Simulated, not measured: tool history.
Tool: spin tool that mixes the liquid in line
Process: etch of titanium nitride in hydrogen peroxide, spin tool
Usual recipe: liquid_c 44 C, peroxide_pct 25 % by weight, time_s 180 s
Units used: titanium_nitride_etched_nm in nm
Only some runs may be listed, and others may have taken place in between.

run,hour,liquid_c,peroxide_pct,time_s,wafers since the last listed run,hours since the thermometer was replaced,hours since the peroxide flow meter was replaced,hours since the heated supply line was repaired,hours since the drum of peroxide was connected,hours since the gauge calibration,"read-back film thickness of the titanium nitride reference wafer, read on the same gauge (nm)",titanium_nitride_etched_nm
1,0,44,25,180,0,705.3,613.7,1599.8,298.4,1360.8,148.07,5.35
2,93.3,44,29.5,180,459,798.6,707,1693.1,391.7,1454.1,147.8,5.58
# hour 122.9: new drum of peroxide connected
3,141.2,44,29.5,180,230,846.5,754.9,1741,18.3,1502,147.62,5.51
# hour 151.9: peroxide flow meter replaced
4,219,44,25,180,377,924.3,67.1,1818.8,96.1,1579.8,147.37,5.31
5,280.5,44,25,180,302,985.8,128.6,1880.3,157.6,1641.3,147.18,5.33
6,372.6,44,25,180,453,1077.9,220.7,1972.4,249.7,1733.4,146.77,5.27
7,471.2,44,25,180,485,1176.5,319.3,2071,348.3,1832,146.41,5.28
8,510.6,44,25,180,193,1215.9,358.7,2110.4,387.7,1871.4,146.26,5.26
# hour 524: new drum of peroxide connected
# hour 536.3: thermometer replaced
9,592.9,44,25,180,395,56.6,441,2192.7,68.9,1953.7,145.87,5.27
# hour 604.8: gauge calibrated
10,654.4,44,20.5,180,302,118.1,502.5,2254.2,130.4,49.6,150.12,5.18
# hour 672.5: heated supply line repaired
11,721.8,44,25,180,326,185.5,569.9,49.3,197.8,117,150.1,5.4
12,819,41.5,20.5,220,478,282.7,667.1,146.5,295,214.2,150.03,5.26
13,900.7,38.5,18,270,402,364.4,748.8,228.2,376.7,295.9,150.05,4.96
# hour 954.5: peroxide flow meter replaced
14,961.4,44,30,180,293,425.1,6.9,288.9,437.4,356.6,150.02,5.66
# hour 967.8: new drum of peroxide connected
15,1056.3,47,25,125,462,520,101.8,383.8,88.5,451.5,149.87,4.69
16,1152.2,38.5,27,180,471,615.9,197.7,479.7,184.4,547.4,149.8,3.62
17,1235,38.5,25,180,407,698.7,280.5,562.5,267.2,630.2,149.67,3.58
18,1329.8,44,25,180,466,793.5,375.3,657.3,362,725,149.55,5.42
# hour 1380.4: new drum of peroxide connected
19,1420,50.5,28,255,438,883.7,465.5,747.5,39.6,815.2,149.4,12.63
20,1519.9,44,25,180,491,983.6,565.4,847.4,139.5,915.1,149.22,5.37
# hour 1532.3: thermometer replaced
21,1572.5,51,28,180,253,40.2,618,900,192.1,967.7,149.08,9.18
22,1661.4,44,25,230,437,129.1,706.9,988.9,281,1056.6,148.86,6.87

Alternative continuations, all from the tool just after run 22; predict every row:
A,1661.9,44,27.5,180,2,129.6,707.4,989.4,281.5,1057.1,?,?
B,1661.9,40,30,145,2,129.6,707.4,989.4,281.5,1057.1,?,?
C,1661.9,34.5,27.5,265,2,129.6,707.4,989.4,281.5,1057.1,?,?
D,1661.9,44,30,240,2,129.6,707.4,989.4,281.5,1057.1,?,?
E,1661.9,51.5,25,180,2,129.6,707.4,989.4,281.5,1057.1,?,?

run,"read-back film thickness of the titanium nitride reference wafer, read on the same gauge (nm)",titanium_nitride_etched_nm
A,148.86,5.49
B,148.86,3.33
C,148.86,3.88
D,148.86,7.46
E,148.86,9.32
With the hidden condition removed and each run's random variation left untouched, the same runs would have given:
run,titanium_nitride_etched_nm
A,5.53
B,3.35
C,3.91
D,7.52
E,9.38
